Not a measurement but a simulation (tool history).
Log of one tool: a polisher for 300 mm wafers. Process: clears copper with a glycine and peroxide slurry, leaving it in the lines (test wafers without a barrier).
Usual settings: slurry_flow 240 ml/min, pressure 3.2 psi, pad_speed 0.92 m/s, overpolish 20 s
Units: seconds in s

run	hour	slurry_flow	pressure	pad_speed	overpolish	wafers since the last listed run	wafers polished on this pad	hours since the slurry nozzle was cleaned	hours since the head pressure was calibrated	incoming thickness of the incoming film, nm	seconds
1	0	240	3.2	0.92	20	0	329	317.8	261.1	775.3	143.4
2	41.3	240	3.2	0.92	20	331	661	359.1	302.4	765.8	143.4
# hour 43.4: slurry nozzle cleaned
3	74.9	240	3.2	0.92	20	261	922	31.5	336	768.4	148.2
4	133	240	3.2	0.92	20	466	1389	89.6	394.1	780.6	153.7
# hour 145.8: worn pad replaced by a new one
5	170	240	3.2	0.92	20	265	194	126.6	431.1	770.6	144.1
6	237.4	240	3.2	0.92	20	541	735	194	498.5	763.2	144.9
7	270.6	240	3.2	1.16	20	266	1002	227.2	531.7	764.5	122.6
8	304.1	240	3.2	1.16	20	269	1271	260.7	565.2	769.4	125.5
9	350.3	240	3.2	1.16	20	371	1642	306.9	611.4	767.6	127.4
# hour 372.5: worn pad replaced by a new one
# hour 375.7: slurry nozzle cleaned
10	408.3	240	3.2	1.02	20	425	279	32.6	669.4	760	133.8
11	440.3	240	3.2	1.02	20	256	536	64.6	701.4	769	135.7
12	479.1	240	3.2	1.02	20	311	848	103.4	740.2	784.4	142.1
13	515	210	2.7	0.72	31	288	1136	139.3	776.1	777.4	215.6
# hour 545.7: head pressure recalibrated
# hour 559.4: worn pad replaced by a new one
14	559.8	240	2.8	0.8	31	311	3	184.1	14.1	761.4	174.1
15	604.6	185	3.2	0.92	14	359	362	228.9	58.9	779.6	153.6
16	661.5	165	2.8	0.92	12	456	819	285.8	115.8	768.4	170.2
# hour 685.4: slurry nozzle cleaned
17	728.1	240	3.2	0.92	20	526	1346	42.7	182.4	775.8	151.5
# hour 765.6: worn pad replaced by a new one
18	776.5	240	3.8	1.14	31	356	87	91.1	230.8	770	104.7
19	814	240	2.4	0.92	20	301	388	128.6	268.3	770.3	181.7
20	843.5	240	3.2	0.92	20	236	625	158.1	297.8	770.3	146.6
21	890	240	4.2	0.92	10	373	999	204.6	344.3	777.7	119.8
22	930.5	190	3.8	1.04	24	325	1324	245.1	384.8	753.8	118.7
23	977.5	205	3.2	0.92	30	377	1701	292.1	431.8	767.4	163.2
# hour 1001.9: slurry nozzle cleaned
# hour 1004.4: worn pad replaced by a new one
24	1035.2	315	3.2	0.92	20	435	247	33.3	489.5	755	137.8
25	1065.8	240	3.2	0.92	20	245	493	63.9	520.1	777.4	146.1

Forecast each of these 4 alternatives for the next run:
A	1066.3	240	3.2	1.24	20	4	497	64.4	520.6	768.7	?
B	1066.3	215	2.3	1.18	20	4	497	64.4	520.6	768.7	?
C	1066.3	240	3.2	1.04	20	4	497	64.4	520.6	768.7	?
D	1066.3	215	2.7	0.82	8	4	497	64.4	520.6	768.7	?

run	seconds
A	116.5
B	162.3
C	133.8
D	186.2
Without the tool's hidden state the same runs would have given:
run	seconds
A	113.8
B	158.6
C	130.8
D	182
